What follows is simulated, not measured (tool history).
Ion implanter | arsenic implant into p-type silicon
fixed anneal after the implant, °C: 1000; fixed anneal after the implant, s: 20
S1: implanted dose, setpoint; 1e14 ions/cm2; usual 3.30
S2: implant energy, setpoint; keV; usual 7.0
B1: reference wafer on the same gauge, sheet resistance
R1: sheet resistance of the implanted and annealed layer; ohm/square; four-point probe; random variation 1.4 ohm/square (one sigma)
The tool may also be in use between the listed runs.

{"run": 1, "hour": 0.0, "S1": 3.3, "S2": 7.0, "B1": 291.01, "R1": 311.65}
{"run": 2, "hour": 71.5, "S1": 3.3, "S2": 7.0, "B1": 290.87, "R1": 311.27}
{"run": 3, "hour": 94.5, "S1": 3.52, "S2": 7.0, "B1": 290.98, "R1": 297.08}
{"run": 4, "hour": 112.9, "S1": 3.52, "S2": 7.0, "B1": 290.68, "R1": 297.32}
{"run": 5, "hour": 128.2, "S1": 3.3, "S2": 7.0, "B1": 291.45, "R1": 311.69}
{"run": 6, "hour": 141.4, "S1": 3.3, "S2": 7.0, "B1": 291.06, "R1": 310.42}
{"run": 7, "hour": 171.4, "S1": 3.3, "S2": 6.0, "B1": 290.95, "R1": 315.56}
{"run": 8, "hour": 211.0, "S1": 3.3, "S2": 6.0, "B1": 291.09, "R1": 316.27}
{"run": 9, "hour": 220.0, "S1": 3.3, "S2": 6.0, "B1": 291.17, "R1": 316.3}
{"run": 10, "hour": 237.3, "S1": 3.91, "S2": 8.5, "B1": 291.24, "R1": 268.84}
{"run": 11, "hour": 266.3, "S1": 3.99, "S2": 8.5, "B1": 291.16, "R1": 265.52}
{"run": 12, "hour": 280.0, "S1": 4.21, "S2": 5.5, "B1": 290.64, "R1": 265.02}
{"run": 13, "hour": 295.7, "S1": 3.3, "S2": 5.0, "B1": 290.65, "R1": 320.87}
{"run": 14, "hour": 317.7, "S1": 3.92, "S2": 7.0, "B1": 290.92, "R1": 274.11}
{"run": 15, "hour": 340.1, "S1": 3.3, "S2": 7.0, "B1": 291.22, "R1": 312.18}
{"run": 16, "hour": 374.0, "S1": 3.3, "S2": 7.0, "B1": 290.98, "R1": 312.43}
{"run": 17, "hour": 409.6, "S1": 3.3, "S2": 7.0, "B1": 291.19, "R1": 312.05}
{"run": 18, "hour": 424.7, "S1": 2.39, "S2": 8.5, "B1": 290.9, "R1": 394.38}
{"run": 19, "hour": 448.8, "S1": 3.05, "S2": 8.5, "B1": 291.13, "R1": 324.12}

Not shown: 3 entries that the log had between the listed runs. Between which runs, and how does the tool's hidden state differ before and after?
Between runs 7 and 8: gauge calibrated (hour 204.1); Faraday cup replaced and dose calibrated (hour 208.5); extraction supply calibrated (hour 210.5)
  no hidden state differs between the two runs
